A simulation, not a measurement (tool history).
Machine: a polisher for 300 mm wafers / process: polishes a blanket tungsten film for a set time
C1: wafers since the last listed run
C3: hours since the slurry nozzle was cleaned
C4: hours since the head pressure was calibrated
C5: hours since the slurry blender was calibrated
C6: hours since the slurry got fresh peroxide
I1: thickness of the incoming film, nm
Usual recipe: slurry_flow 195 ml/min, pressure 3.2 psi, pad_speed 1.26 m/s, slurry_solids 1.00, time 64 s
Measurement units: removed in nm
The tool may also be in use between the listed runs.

run 1 day=0.000 | slurry_flow=195 pressure=3.2 pad_speed=1.26 slurry_solids=1.00 time=64 | C1=0 wafers_polished_on_this_pad=780 C3=69.7 C4=600.5 C5=87.8 C6=138.3 | I1=941.2 | removed=363.2
run 2 day=0.729 | slurry_flow=195 pressure=3.2 pad_speed=1.26 slurry_solids=1.00 time=64 | C1=192 wafers_polished_on_this_pad=972 C3=87.2 C4=618.0 C5=105.3 C6=155.8 | I1=936.3 | removed=361.2
run 3 day=1.883 | slurry_flow=195 pressure=3.2 pad_speed=1.26 slurry_solids=1.00 time=64 | C1=304 wafers_polished_on_this_pad=1277 C3=114.9 C4=645.7 C5=133.0 C6=183.5 | I1=933.1 | removed=347.5
-- day=2.771 slurry tank refilled with fresh slurry and peroxide
-- day=3.238 head pressure recalibrated
run 4 day=3.383 | slurry_flow=195 pressure=3.2 pad_speed=1.26 slurry_solids=1.00 time=53 | C1=362 wafers_polished_on_this_pad=1640 C3=150.9 C4=3.5 C5=169.0 C6=14.7 | I1=939.0 | removed=288.2
run 5 day=4.504 | slurry_flow=195 pressure=3.7 pad_speed=1.26 slurry_solids=1.00 time=64 | C1=295 wafers_polished_on_this_pad=1936 C3=177.8 C4=30.4 C5=195.9 C6=41.6 | I1=927.0 | removed=383.2
-- day=5.096 slurry blender recalibrated
-- day=5.512 worn pad replaced by a new one
run 6 day=5.633 | slurry_flow=220 pressure=3.2 pad_speed=0.96 slurry_solids=0.90 time=43 | C1=232 wafers_polished_on_this_pad=31 C3=204.9 C4=57.5 C5=12.9 C6=68.7 | I1=927.9 | removed=179.0
run 7 day=6.479 | slurry_flow=195 pressure=3.2 pad_speed=1.26 slurry_solids=1.00 time=64 | C1=223 wafers_polished_on_this_pad=254 C3=225.2 C4=77.8 C5=33.2 C6=89.0 | I1=932.1 | removed=350.5
-- day=7.312 slurry nozzle cleaned
run 8 day=7.650 | slurry_flow=130 pressure=2.7 pad_speed=1.26 slurry_solids=1.15 time=48 | C1=298 wafers_polished_on_this_pad=552 C3=8.1 C4=105.9 C5=61.3 C6=117.1 | I1=931.4 | removed=221.7
run 9 day=8.733 | slurry_flow=195 pressure=4.2 pad_speed=1.00 slurry_solids=0.70 time=52 | C1=285 wafers_polished_on_this_pad=838 C3=34.1 C4=131.9 C5=87.3 C6=143.1 | I1=937.0 | removed=286.4
run 10 day=9.904 | slurry_flow=195 pressure=3.2 pad_speed=1.26 slurry_solids=1.00 time=64 | C1=309 wafers_polished_on_this_pad=1147 C3=62.2 C4=160.0 C5=115.4 C6=171.2 | I1=937.9 | removed=349.8
-- day=11.662 slurry tank refilled with fresh slurry and peroxide
-- day=14.042 worn pad replaced by a new one
run 11 day=14.283 | slurry_flow=130 pressure=3.2 pad_speed=1.26 slurry_solids=1.30 time=77 | C1=1100 wafers_polished_on_this_pad=63 C3=167.3 C4=265.1 C5=220.5 C6=62.9 | I1=947.7 | removed=404.5
run 12 day=15.288 | slurry_flow=195 pressure=3.2 pad_speed=0.86 slurry_solids=1.15 time=64 | C1=265 wafers_polished_on_this_pad=328 C3=191.4 C4=289.2 C5=244.6 C6=87.0 | I1=941.4 | removed=247.6
-- day=16.296 slurry blender recalibrated
run 13 day=16.367 | slurry_flow=195 pressure=3.2 pad_speed=1.26 slurry_solids=1.00 time=64 | C1=262 wafers_polished_on_this_pad=591 C3=217.3 C4=315.1 C5=1.7 C6=112.9 | I1=938.5 | removed=335.0
run 14 day=17.358 | slurry_flow=195 pressure=3.2 pad_speed=1.26 slurry_solids=1.15 time=64 | C1=261 wafers_polished_on_this_pad=853 C3=241.1 C4=338.9 C5=25.5 C6=136.7 | I1=932.8 | removed=350.9
run 15 day=18.846 | slurry_flow=250 pressure=3.2 pad_speed=1.26 slurry_solids=1.00 time=64 | C1=392 wafers_polished_on_this_pad=1245 C3=276.8 C4=374.6 C5=61.2 C6=172.4 | I1=946.9 | removed=344.5
-- day=19.600 slurry nozzle cleaned
run 16 day=19.946 | slurry_flow=195 pressure=3.2 pad_speed=1.26 slurry_solids=1.00 time=64 | C1=279 wafers_polished_on_this_pad=1525 C3=8.3 C4=401.0 C5=87.6 C6=198.8 | I1=952.2 | removed=351.4
run 17 day=21.000 | slurry_flow=195 pressure=3.2 pad_speed=1.26 slurry_solids=1.00 time=64 | C1=278 wafers_polished_on_this_pad=1803 C3=33.6 C4=426.3 C5=112.9 C6=224.1 | I1=922.4 | removed=340.6
-- day=21.792 slurry tank refilled with fresh slurry and peroxide
run 18 day=22.104 | slurry_flow=195 pressure=3.2 pad_speed=0.86 slurry_solids=1.15 time=64 | C1=280 wafers_polished_on_this_pad=2083 C3=60.1 C4=452.8 C5=139.4 C6=7.5 | I1=932.7 | removed=238.6
-- day=23.096 worn pad replaced by a new one
run 19 day=23.479 | slurry_flow=130 pressure=2.2 pad_speed=1.26 slurry_solids=1.00 time=74 | C1=318 wafers_polished_on_this_pad=100 C3=93.1 C4=485.8 C5=172.4 C6=40.5 | I1=926.8 | removed=270.8
run 20 day=24.288 | slurry_flow=195 pressure=2.3 pad_speed=1.50 slurry_solids=1.10 time=64 | C1=213 wafers_polished_on_this_pad=314 C3=112.5 C4=505.2 C5=191.8 C6=59.9 | I1=932.3 | removed=314.1
run 21 day=25.425 | slurry_flow=260 pressure=3.9 pad_speed=1.26 slurry_solids=0.85 time=46 | C1=300 wafers_polished_on_this_pad=614 C3=139.8 C4=532.5 C5=219.1 C6=87.2 | I1=961.1 | removed=317.2
-- day=26.188 slurry blender recalibrated
run 22 day=26.408 | slurry_flow=195 pressure=3.2 pad_speed=1.44 slurry_solids=1.00 time=64 | C1=237 wafers_polished_on_this_pad=852 C3=163.4 C4=556.1 C5=5.3 C6=110.8 | I1=948.2 | removed=400.2
run 23 day=27.362 | slurry_flow=195 pressure=3.2 pad_speed=1.26 slurry_solids=1.15 time=64 | C1=251 wafers_polished_on_this_pad=1103 C3=186.3 C4=579.0 C5=28.2 C6=133.7 | I1=928.5 | removed=354.6
run 24 day=28.238 | slurry_flow=195 pressure=2.4 pad_speed=1.26 slurry_solids=0.75 time=79 | C1=230 wafers_polished_on_this_pad=1334 C3=207.3 C4=600.0 C5=49.2 C6=154.7 | I1=931.7 | removed=296.6
run 25 day=29.262 | slurry_flow=195 pressure=3.2 pad_speed=1.62 slurry_solids=1.00 time=64 | C1=270 wafers_polished_on_this_pad=1605 C3=231.9 C4=624.6 C5=73.8 C6=179.3 | I1=925.2 | removed=417.5
-- day=29.575 slurry nozzle cleaned
run 26 day=30.467 | slurry_flow=195 pressure=3.2 pad_speed=1.26 slurry_solids=1.00 time=64 | C1=306 wafers_polished_on_this_pad=1912 C3=21.4 C4=653.5 C5=102.7 C6=208.2 | I1=940.9 | removed=353.3

Below are 4 alternative next runs, each starting from the tool's condition after run 26. Predict each:
run A day=30.483 | slurry_flow=195 pressure=3.2 pad_speed=1.26 slurry_solids=1.00 time=85 | C1=4 wafers_polished_on_this_pad=1916 C3=21.8 C4=653.9 C5=103.1 C6=208.6 | I1=951.4 | removed=?
run B day=30.483 | slurry_flow=250 pressure=2.7 pad_speed=1.00 slurry_solids=1.00 time=50 | C1=4 wafers_polished_on_this_pad=1916 C3=21.8 C4=653.9 C5=103.1 C6=208.6 | I1=951.4 | removed=?
run C day=30.483 | slurry_flow=195 pressure=2.7 pad_speed=1.48 slurry_solids=1.15 time=64 | C1=4 wafers_polished_on_this_pad=1916 C3=21.8 C4=653.9 C5=103.1 C6=208.6 | I1=951.4 | removed=?
run D day=30.483 | slurry_flow=260 pressure=3.6 pad_speed=1.26 slurry_solids=0.85 time=64 | C1=4 wafers_polished_on_this_pad=1916 C3=21.8 C4=653.9 C5=103.1 C6=208.6 | I1=951.4 | removed=?

run=A removed=464.1
run=B removed=189.8
run=C removed=356.7
run=D removed=392.1
Take away the tool's hidden state, keep each run's random variation, and the runs would have read:
run=A removed=495.2
run=B removed=202.2
run=C removed=380.7
run=D removed=417.8

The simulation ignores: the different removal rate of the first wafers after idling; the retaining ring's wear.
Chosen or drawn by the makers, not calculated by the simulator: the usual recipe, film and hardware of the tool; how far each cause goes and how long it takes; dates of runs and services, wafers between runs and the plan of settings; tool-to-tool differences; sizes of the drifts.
